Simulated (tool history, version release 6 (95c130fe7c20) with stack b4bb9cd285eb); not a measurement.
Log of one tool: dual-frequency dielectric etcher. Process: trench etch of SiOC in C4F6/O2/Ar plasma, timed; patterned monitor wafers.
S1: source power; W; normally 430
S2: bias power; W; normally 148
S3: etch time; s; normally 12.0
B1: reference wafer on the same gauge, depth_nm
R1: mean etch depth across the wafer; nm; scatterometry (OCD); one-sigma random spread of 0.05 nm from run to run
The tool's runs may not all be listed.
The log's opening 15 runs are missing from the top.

run 16 hour=765.2 | S1=350 S2=175 S3=12.0 | B1=19.81 | R1=23.22
run 17 hour=830.7 | S1=500 S2=129 S3=12.0 | B1=19.80 | R1=24.32
run 18 hour=856.1 | S1=430 S2=148 S3=12.0 | B1=19.78 | R1=23.98
-- hour=895.0 bias power generator calibrated
-- hour=923.2 wet clean of the chamber, repeated, since the last time left the tool worse
run 19 hour=923.7 | S1=370 S2=148 S3=10.5 | B1=19.80 | R1=18.65
-- hour=940.8 source power generator calibrated
-- hour=951.5 upper electrode replaced
run 20 hour=966.6 | S1=490 S2=138 S3=8.5 | B1=19.79 | R1=16.70
run 21 hour=991.6 | S1=430 S2=159 S3=14.0 | B1=19.81 | R1=27.37
run 22 hour=1018.3 | S1=520 S2=148 S3=12.0 | B1=19.80 | R1=24.89
run 23 hour=1043.1 | S1=430 S2=128 S3=12.0 | B1=19.80 | R1=21.71
run 24 hour=1110.0 | S1=510 S2=176 S3=12.0 | B1=19.81 | R1=26.32
run 25 hour=1137.1 | S1=520 S2=148 S3=14.0 | B1=19.78 | R1=29.07
run 26 hour=1281.7 | S1=430 S2=148 S3=12.0 | B1=19.79 | R1=23.16
run 27 hour=1319.1 | S1=430 S2=112 S3=12.0 | B1=19.81 | R1=21.05
run 28 hour=1343.4 | S1=340 S2=182 S3=10.0 | B1=19.79 | R1=18.81
-- hour=1409.3 wet clean of the chamber
run 29 hour=1409.8 | S1=430 S2=148 S3=12.0 | B1=19.80 | R1=22.75
run 30 hour=1467.4 | S1=430 S2=119 S3=9.0 | B1=19.80 | R1=15.88

Alternative continuations, all from the tool just after run 30; predict every row:
run A hour=1467.8 | S1=430 S2=148 S3=12.0 | B1=? | R1=?
run B hour=1467.8 | S1=340 S2=177 S3=9.0 | B1=? | R1=?
run C hour=1467.8 | S1=340 S2=148 S3=14.0 | B1=? | R1=?

run=A B1=19.80 R1=22.68
run=B B1=19.80 R1=16.35
run=C B1=19.80 R1=23.86
Take away the tool's hidden state, keep each run's random variation, and the runs would have read:
run=A R1=22.63
run=B R1=16.32
run=C R1=23.81
